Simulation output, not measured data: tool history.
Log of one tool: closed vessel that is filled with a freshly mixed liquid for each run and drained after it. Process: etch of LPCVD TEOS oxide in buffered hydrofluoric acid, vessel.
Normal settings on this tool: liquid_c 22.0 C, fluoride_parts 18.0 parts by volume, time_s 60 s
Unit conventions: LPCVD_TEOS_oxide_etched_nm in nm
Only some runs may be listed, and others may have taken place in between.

run    hour  liquid_c  fluoride_parts  time_s  read-back film thickness of the LPCVD TEOS oxide reference wafer, read on the same gauge (nm)  LPCVD_TEOS_oxide_etched_nm
  1     0.0      22.0            16.0      60                                                                                         150.02                      108.79
  2    59.1      22.0            16.0      60                                                                                         150.02                      110.23
  3   113.2      22.0            16.0      60                                                                                         150.00                      110.47
  4   174.6      22.0            18.0      60                                                                                         149.99                       97.40
  5   238.1      22.0            18.0      60                                                                                         150.00                       97.64
      261.7  -- hydrofluoric acid flow meter replaced
  6   483.4      22.0            22.5      60                                                                                         150.00                       80.69
  7   538.0      22.0            18.0      60                                                                                         149.98                       96.11
  8   622.3      25.0            18.0      90                                                                                         150.00                      173.41
  9   670.7      25.0            18.0      90                                                                                         149.98                      170.69
 10   772.0      22.0            18.0      60                                                                                         149.99                       98.19
 11   814.5      22.0            18.0      60                                                                                         150.01                       97.02
 12   859.4      22.0            18.0      60                                                                                         149.99                       95.99
      900.0  -- gauge calibrated
 13   943.6      23.5            15.0      60                                                                                         150.01                      126.80
 14  1016.0      23.5            15.0      60                                                                                         149.98                      127.47
 15  1101.4      20.0            14.5      60                                                                                         150.01                      108.31
 16  1189.8      20.0            14.5      60                                                                                         149.99                      106.83
 17  1262.6      24.5            18.0      60                                                                                         149.99                      110.77
 18  1364.9      25.0            18.0      90                                                                                         150.00                      171.34
 19  1412.4      22.0            18.0      60                                                                                         150.01                       97.75
 20  1481.7      22.0            18.0      60                                                                                         149.98                       97.64
     1503.1  -- hydrofluoric acid flow meter replaced
 21  1696.1      22.0            18.0      60                                                                                         150.00                       97.44
     1730.3  -- thermometer replaced
 22  1781.8      20.0            18.0      60                                                                                         150.02                       87.99
 23  1837.6      22.0            16.0      30                                                                                         150.00                       54.85
 24  1893.9      19.5            15.0      60                                                                                         149.99                      100.87
 25  1931.6      19.0            16.0      70                                                                                         150.00                      108.05
 26  1983.2      25.0            13.5      60                                                                                         150.02                      150.43
 27  2031.2      26.0            22.0      60                                                                                         150.01                      101.48
 28  2318.4      25.0            12.0      60                                                                                         150.00                      172.48
 29  2412.4      22.0            18.0      60                                                                                         150.01                       97.87
 30  2474.5      22.0            18.0      85                                                                                         149.99                      137.51
 31  2567.7      23.5            13.0      50                                                                                         149.98                      121.64
 32  2664.1      22.0            18.0      60                                                                                         150.00                       97.04

List, for all runs, the conditions of the tool that the log does not record:
liquid colder than its thermometer reads (K): 0 at every run
hydrofluoric acid flow below the setpoint (%): 0 at every run
gauge reads high (%): 0 at every run
